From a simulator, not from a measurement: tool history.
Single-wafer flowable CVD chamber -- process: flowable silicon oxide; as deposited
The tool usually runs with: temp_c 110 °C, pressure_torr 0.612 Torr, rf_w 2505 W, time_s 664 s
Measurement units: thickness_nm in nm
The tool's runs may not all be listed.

run	hour	temp_c	pressure_torr	rf_w	time_s	wafers since the last listed run	hours since the last thermocouple change	hours since the last RF generator calibration	hours since the last manometer calibration	hours since the showerhead was replaced	hours since the gauge calibration	read-back reference wafer on the same gauge, thickness_nm	thickness_nm
1	0	110	0.612	2505	664	0	571.3	1807.9	783.4	6055.6	216.6	203.964	209.952
2	69.6	110	0.612	2505	664	125	640.9	1877.5	853	6125.2	286.2	203.858	208.819
3	109.7	110	0.612	2505	664	72	681	1917.6	893.1	6165.3	326.3	204.169	209.144
4	137.3	101	0.612	2400	664	49	708.6	1945.2	920.7	6192.9	353.9	204.023	277.817
5	175.8	110	0.612	2505	664	69	747.1	1983.7	959.2	6231.4	392.4	203.717	210.115
6	217.6	110	0.612	2505	664	75	788.9	2025.5	1001	6273.2	434.2	204.051	208.243
7	247.6	110	0.612	2620	664	54	818.9	2055.5	1031	6303.2	464.2	203.909	210.763
8	294.9	110	0.612	2620	664	85	866.2	2102.8	1078.3	6350.5	511.5	204.124	208.999
# hour 344.2: capacitance manometer re-zeroed and calibrated
9	362.9	110	0.612	2505	664	108	934.2	2170.8	18.7	6418.5	579.5	204.1	197.953
# hour 392.1: RF generator calibrated
10	425.4	122	0.612	2505	664	98	996.7	33.3	81.2	6481	642	204.099	140.593
11	478.4	105	0.612	2075	664	95	1049.7	86.3	134.2	6534	695	203.774	226.04
# hour 488.3: thermocouple changed; heater temperature recalibrated
# hour 517.8: gauge calibrated
12	640.3	99	0.612	2310	738	278	152	248.2	296.1	6695.9	122.5	203.979	327.807
# hour 654.7: showerhead replaced
13	674.1	110	0.612	2505	599	46	185.8	282	329.9	19.4	156.3	204.118	187.962
14	707	110	0.515	2505	620	59	218.7	314.9	362.8	52.3	189.2	203.958	164.497
15	744.6	110	0.612	2505	664	68	256.3	352.5	400.4	89.9	226.8	203.945	208.363
16	789.8	110	0.612	2815	664	81	301.5	397.7	445.6	135.1	272	204.024	212.702

What will run 17 give?
17	842.6	117	0.612	2505	664	95	354.3	450.5	498.4	187.9	324.8	?	?

Run 17 produced read-back reference wafer on the same gauge, thickness_nm 204.11, thickness_nm 168.318 nm.
With no hidden state in the tool, this same run would have given thickness_nm 164.71 nm.
